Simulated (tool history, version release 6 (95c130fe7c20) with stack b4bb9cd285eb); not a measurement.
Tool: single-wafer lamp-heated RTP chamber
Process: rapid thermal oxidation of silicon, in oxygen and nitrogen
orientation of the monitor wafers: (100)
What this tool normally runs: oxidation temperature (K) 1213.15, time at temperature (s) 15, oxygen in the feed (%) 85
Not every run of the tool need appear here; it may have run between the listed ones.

| run | day | oxidation temperature (K) | time at temperature (s) | oxygen in the feed (%) | read-back reference wafer on the same gauge, thickness | oxide thickness on the monitor wafer (angstrom) |
|---|---|---|---|---|---|---|
| 1 | 0 | 1213.15 | 15 | 98 | 2.539 | 26.84 |
| 2 | 1.796 | 1213.15 | 15 | 98 | 2.541 | 26.96 |
|  | 2.188 | gauge calibrated |
| 3 | 4.142 | 1213.15 | 15 | 98 | 2.539 | 27.21 |
| 4 | 6.375 | 1234.15 | 15 | 98 | 2.54 | 29.86 |
| 5 | 8.817 | 1234.15 | 15 | 98 | 2.542 | 29.96 |
|  | 11.512 | pyrometer window cleaned and pyrometer calibrated |
| 6 | 11.542 | 1213.15 | 20 | 85 | 2.539 | 27.73 |
| 7 | 13.362 | 1213.15 | 20 | 85 | 2.539 | 27.95 |
|  | 14.075 | oxygen flow controller replaced |
| 8 | 15.496 | 1199.15 | 15 | 85 | 2.539 | 25.12 |
| 9 | 18.546 | 1194.15 | 15 | 65 | 2.541 | 24.16 |
| 10 | 20.821 | 1213.15 | 19 | 98 | 2.54 | 29.03 |
|  | 22.054 | pyrometer window cleaned and pyrometer calibrated |
| 11 | 23.179 | 1213.15 | 15 | 96 | 2.539 | 26.63 |

Forecast run 12:
| 12 | 25.154 | 1213.15 | 15 | 85 | ? | ? |

{"run 12": {"read-back reference wafer on the same gauge, thickness": 2.539, "oxide thickness on the monitor wafer (angstrom)": 26.44}}
If the tool had no hidden condition, the same run with the same run-to-run variation would have returned oxide thickness on the monitor wafer (angstrom) 25.94.
